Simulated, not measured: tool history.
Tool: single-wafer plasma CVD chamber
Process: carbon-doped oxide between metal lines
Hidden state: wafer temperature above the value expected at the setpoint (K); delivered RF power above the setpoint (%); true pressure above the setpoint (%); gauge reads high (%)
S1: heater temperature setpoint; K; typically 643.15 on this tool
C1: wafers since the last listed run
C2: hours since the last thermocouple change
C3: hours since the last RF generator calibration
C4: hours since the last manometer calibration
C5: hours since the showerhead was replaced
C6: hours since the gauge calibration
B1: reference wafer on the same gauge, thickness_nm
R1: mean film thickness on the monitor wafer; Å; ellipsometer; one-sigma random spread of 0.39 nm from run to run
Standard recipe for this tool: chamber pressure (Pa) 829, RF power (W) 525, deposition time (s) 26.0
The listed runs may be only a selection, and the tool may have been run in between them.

Run 1, hour 0.0: usual settings but chamber pressure (Pa) 965; C1 0; C2 1101.1; C3 805.0; C4 820.2; C5 3048.6; C6 793.3; B1 125.945. Result: R1 1284.26 Å.
Run 2, hour 99.6: usual settings but chamber pressure (Pa) 699; C1 2525; C2 1200.7; C3 904.6; C4 919.8; C5 3148.2; C6 892.9; B1 125.964. Result: R1 1239.88 Å.
Run 3, hour 165.2: usual settings but chamber pressure (Pa) 699; C1 1663; C2 1266.3; C3 970.2; C4 985.4; C5 3213.8; C6 958.5; B1 125.919. Result: R1 1240.74 Å.
Run 4, hour 225.0: usual settings but chamber pressure (Pa) 699; C1 1516; C2 1326.1; C3 1030.0; C4 1045.2; C5 3273.6; C6 1018.3; B1 126.037. Result: R1 1234.36 Å.
Run 5, hour 287.6: usual settings but chamber pressure (Pa) 724; C1 1587; C2 1388.7; C3 1092.6; C4 1107.8; C5 3336.2; C6 1080.9; B1 125.988. Result: R1 1250.98 Å.
Run 6, hour 380.8: usual settings; C1 2363; C2 1481.9; C3 1185.8; C4 1201.0; C5 3429.4; C6 1174.1; B1 126.008. Result: R1 1262.75 Å.
Run 7, hour 424.3: usual settings; C1 1103; C2 1525.4; C3 1229.3; C4 1244.5; C5 3472.9; C6 1217.6; B1 125.948. Result: R1 1260.68 Å.
Run 8, hour 476.5: usual settings; C1 1323; C2 1577.6; C3 1281.5; C4 1296.7; C5 3525.1; C6 1269.8; B1 125.967. Result: R1 1260.34 Å.
Run 9, hour 552.9: usual settings but chamber pressure (Pa) 765, deposition time (s) 27.3; C1 1937; C2 1654.0; C3 1357.9; C4 1373.1; C5 3601.5; C6 1346.2; B1 126.083. Result: R1 1307.96 Å.
Run 10, hour 616.5: usual settings but chamber pressure (Pa) 765, deposition time (s) 27.3; C1 1612; C2 1717.6; C3 1421.5; C4 1436.7; C5 3665.1; C6 1409.8; B1 125.962. Result: R1 1306.24 Å.
Run 11, hour 690.4: usual settings; C1 1874; C2 1791.5; C3 1495.4; C4 1510.6; C5 3739.0; C6 1483.7; B1 126.019. Result: R1 1250.98 Å.
Run 12, hour 749.0: usual settings; C1 1486; C2 1850.1; C3 1554.0; C4 1569.2; C5 3797.6; C6 1542.3; B1 125.927. Result: R1 1253.26 Å.
Run 13, hour 838.3: usual settings but chamber pressure (Pa) 724; C1 2264; C2 1939.4; C3 1643.3; C4 1658.5; C5 3886.9; C6 1631.6; B1 126.081. Result: R1 1237.00 Å.
Run 14, hour 941.5: usual settings; C1 2617; C2 2042.6; C3 1746.5; C4 1761.7; C5 3990.1; C6 1734.8; B1 126.038. Result: R1 1248.61 Å.
Run 15, hour 983.6: usual settings but S1 650.15 K, chamber pressure (Pa) 892, RF power (W) 575; C1 1067; C2 2084.7; C3 1788.6; C4 1803.8; C5 4032.2; C6 1776.9; B1 125.968. Result: R1 1318.41 Å.
At hour 1018.1: thermocouple changed; heater temperature recalibrated.
Run 16, hour 1135.1: usual settings but S1 636.15 K, chamber pressure (Pa) 969, RF power (W) 560, deposition time (s) 27.7; C1 3638; C2 117.0; C3 1940.1; C4 1955.3; C5 4183.7; C6 1928.4; B1 126.062. Result: R1 1460.75 Å.
At hour 1212.9: RF generator calibrated.
At hour 1236.4: capacitance manometer re-zeroed and calibrated.
Run 17, hour 1236.9: usual settings but chamber pressure (Pa) 665, RF power (W) 490, deposition time (s) 30.9; C1 2175; C2 218.8; C3 24.0; C4 0.5; C5 4285.5; C6 2030.2; B1 125.989. Result: R1 1427.13 Å.
Run 18, hour 1275.7: usual settings but S1 658.15 K; C1 983; C2 257.6; C3 62.8; C4 39.3; C5 4324.3; C6 2069.0; B1 125.917. Result: R1 1258.55 Å.
Run 19, hour 1361.0: usual settings but S1 636.15 K, chamber pressure (Pa) 1007; C1 2163; C2 342.9; C3 148.1; C4 124.6; C5 4409.6; C6 2154.3; B1 125.836. Result: R1 1335.48 Å.
At hour 1426.0: showerhead replaced.
Run 20, hour 1426.5: usual settings; C1 1458; C2 408.4; C3 213.6; C4 190.1; C5 0.5; C6 2219.8; B1 126.003. Result: R1 1287.28 Å.
At hour 1445.5: gauge calibrated.
Run 21, hour 1486.5: usual settings but S1 633.15 K, chamber pressure (Pa) 1001, RF power (W) 585, deposition time (s) 21.1; C1 1521; C2 468.4; C3 273.6; C4 250.1; C5 60.5; C6 41.0; B1 126.130. Result: R1 1179.74 Å.
Run 22, hour 1523.2: usual settings but S1 633.15 K, chamber pressure (Pa) 727, deposition time (s) 30.2; C1 930; C2 505.1; C3 310.3; C4 286.8; C5 97.2; C6 77.7; B1 125.959. Result: R1 1507.45 Å.
Run 23, hour 1605.8: usual settings but S1 632.15 K; C1 2094; C2 587.7; C3 392.9; C4 369.4; C5 179.8; C6 160.3; B1 126.096. Result: R1 1318.14 Å.
Run 24, hour 1656.0: usual settings but chamber pressure (Pa) 931; C1 1273; C2 637.9; C3 443.1; C4 419.6; C5 230.0; C6 210.5; B1 126.079. Result: R1 1294.78 Å.
Run 25, hour 1732.5: usual settings but S1 634.15 K; C1 1939; C2 714.4; C3 519.6; C4 496.1; C5 306.5; C6 287.0; B1 125.889. Result: R1 1310.58 Å.
Run 26, hour 1825.6: usual settings but chamber pressure (Pa) 716, RF power (W) 445; C1 2360; C2 807.5; C3 612.7; C4 589.2; C5 399.6; C6 380.1; B1 125.967. Result: R1 1100.04 Å.
Run 27, hour 1887.5: usual settings but deposition time (s) 24.0; C1 1569; C2 869.4; C3 674.6; C4 651.1; C5 461.5; C6 442.0; B1 126.101. Result: R1 1172.32 Å.
Run 28, hour 1947.9: usual settings; C1 1531; C2 929.8; C3 735.0; C4 711.5; C5 521.9; C6 502.4; B1 126.018. Result: R1 1269.91 Å.
Run 29, hour 2024.4: usual settings but S1 653.15 K, deposition time (s) 24.3; C1 1939; C2 1006.3; C3 811.5; C4 788.0; C5 598.4; C6 578.9; B1 126.048. Result: R1 1162.30 Å.

3 options for the next run, each taken on its own from the tool as it stands now. Forecast them:
Run A, hour 2024.8: usual settings; C1 10; C2 1006.7; C3 811.9; C4 788.4; C5 598.8; C6 579.3; B1 ?. Result: R1 ?.
Run B, hour 2024.8: usual settings but S1 654.15 K, chamber pressure (Pa) 940, RF power (W) 480, deposition time (s) 30.4; C1 10; C2 1006.7; C3 811.9; C4 788.4; C5 598.8; C6 579.3; B1 ?. Result: R1 ?.
Run C, hour 2024.8: usual settings but S1 649.15 K, deposition time (s) 30.6; C1 10; C2 1006.7; C3 811.9; C4 788.4; C5 598.8; C6 579.3; B1 ?. Result: R1 ?.

run       B1       R1
  A  126.002  1261.26
  B  126.002  1355.30
  C  126.002  1458.84
With no hidden state in the tool, these same runs would have given:
run       R1
  A  1299.27
  B  1395.88
  C  1502.65
